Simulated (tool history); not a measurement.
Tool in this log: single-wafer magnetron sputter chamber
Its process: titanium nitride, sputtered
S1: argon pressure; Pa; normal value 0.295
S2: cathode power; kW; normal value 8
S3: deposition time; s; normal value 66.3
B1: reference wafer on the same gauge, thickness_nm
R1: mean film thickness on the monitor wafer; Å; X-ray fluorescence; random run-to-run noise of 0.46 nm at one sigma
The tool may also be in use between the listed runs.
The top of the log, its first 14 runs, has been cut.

run,hour,S1,S2,S3,B1,R1
15,362.8,0.295,8,60.6,97.178,796.84
16,392.7,0.295,8,66.3,97.198,876.98
17,407.2,0.387,8.75,66.3,97.363,902.73
18,440.8,0.295,8,77.5,97.148,1027.26
19,489.9,0.384,8,76.9,97.254,970.65
20,522.7,0.221,8,66.3,97.241,905.52
21,557.2,0.295,8,78.5,97.302,1033.87
22,604,0.295,6.95,76.5,97.313,906.9

Run 23, settings as shown, results not yet in. Your forecast:
# hour 616.5: magnet pack replaced
23,635.4,0.219,7.15,66.3,?,?

B1: 97.116
R1: 821.45 Å
If the tool had no hidden condition, the same run with the same run-to-run variation would have returned R1 857.84 Å.

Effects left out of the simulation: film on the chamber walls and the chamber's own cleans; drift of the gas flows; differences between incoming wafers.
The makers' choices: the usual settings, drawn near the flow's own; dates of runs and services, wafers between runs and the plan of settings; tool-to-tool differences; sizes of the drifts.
